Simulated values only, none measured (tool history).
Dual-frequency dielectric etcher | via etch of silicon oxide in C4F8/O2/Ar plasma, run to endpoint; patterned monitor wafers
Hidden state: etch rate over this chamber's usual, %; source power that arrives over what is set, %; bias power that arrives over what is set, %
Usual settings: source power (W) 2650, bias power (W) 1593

run	hour	source power (W)	bias power (W)	wafers since the last listed run	hours since the last wet clean	hours since the last source power generator calibration	hours since the last bias power generator calibration	hours since the last upper electrode change	incoming incoming film thickness, nm	endpoint time (s)
1	0.0	2650	1593	0	240.8	2927.3	2518.7	2257.2	875.0	164.3
2	12.0	2800	1780	78	252.8	2939.3	2530.7	2269.2	867.0	151.0
3	52.8	2650	1593	265	293.6	2980.1	2571.5	2310.0	880.4	165.1
4	62.7	2650	1593	64	303.5	2990.0	2581.4	2319.9	868.2	161.5
5	72.9	2650	1593	66	313.7	3000.2	2591.6	2330.1	866.7	162.0
6	82.5	2650	1354	62	323.3	3009.8	2601.2	2339.7	883.9	174.9
# hour 97.9: source power generator calibrated
7	98.4	2650	1354	77	339.2	0.5	2617.1	2355.6	878.2	172.2
8	109.2	2650	1593	70	350.0	11.3	2627.9	2366.4	870.0	162.0
9	124.1	2650	1593	97	364.9	26.2	2642.8	2381.3	868.3	161.2
10	133.3	2650	1593	59	374.1	35.4	2652.0	2390.5	873.8	162.0
11	148.3	2650	1593	97	389.1	50.4	2667.0	2405.5	872.4	161.4
12	158.1	2310	1381	63	398.9	60.2	2676.8	2415.3	872.9	187.2
13	167.1	2310	1381	58	407.9	69.2	2685.8	2424.3	871.4	186.7
14	176.1	2650	1376	58	416.9	78.2	2694.8	2433.3	864.9	169.5
15	188.3	2650	1986	79	429.1	90.4	2707.0	2445.5	874.7	149.7
16	195.7	2900	1207	48	436.5	97.8	2714.4	2452.9	864.1	167.0
17	227.5	3140	1306	207	468.3	129.6	2746.2	2484.7	866.9	154.9
18	241.0	3040	1412	87	481.8	143.1	2759.7	2498.2	872.3	155.9
19	257.0	2650	1593	104	497.8	159.1	2775.7	2514.2	867.4	160.6
20	265.4	2010	1962	54	506.2	167.5	2784.1	2522.6	869.9	180.8
# hour 291.0: upper electrode replaced
21	291.5	2300	1244	13	532.3	193.6	2810.2	0.5	880.6	195.1
22	291.9	2650	1231	2	532.7	194.0	2810.6	0.9	876.0	178.5
# hour 302.3: bias power generator calibrated
23	303.6	3050	1860	50	544.4	205.7	1.3	12.6	873.2	138.8
24	315.7	2650	1593	78	556.5	217.8	13.4	24.7	859.2	157.9
25	328.7	3260	1256	84	569.5	230.8	26.4	37.7	876.5	156.1
# hour 353.0: wet clean of the chamber
26	353.5	3110	1484	5	0.5	255.6	51.2	62.5	870.1	153.3
27	353.9	2840	1816	2	0.9	256.0	51.6	62.9	873.4	150.8
28	355.7	2890	1761	11	2.7	257.8	53.4	64.7	873.4	151.3
29	363.1	2360	1842	48	10.1	265.2	60.8	72.1	883.0	170.9
30	381.1	3240	1935	117	28.1	283.2	78.8	90.1	871.4	135.9
31	432.3	2650	1593	333	79.3	334.4	130.0	141.3	877.2	166.0
32	443.1	3110	1484	70	90.1	345.2	140.8	152.1	874.1	153.5
33	453.5	3280	1894	67	100.5	355.6	151.2	162.5	870.0	135.1
34	469.4	2650	1593	103	116.4	371.5	167.1	178.4	869.0	163.4

The tool's hidden state at each run:
source power that arrives over what is set, %: 0 in every run
bias power that arrives over what is set, %: 0 in every run
H1: etch rate over this chamber's usual, %
run	H1
1	1.45
2	1.5
3	1.69
4	1.74
5	1.79
6	1.83
7	1.91
8	1.96
9	2.03
10	2.07
11	2.14
12	2.18
13	2.23
14	2.27
15	2.32
16	2.36
17	2.51
18	2.57
19	2.64
20	2.68
21	2.81
22	2.81
23	2.86
24	2.92
25	2.98
26	-0.00114
27	0.000724
28	0.00911
29	0.0436
30	0.128
31	0.366
32	0.417
33	0.465
34	0.539
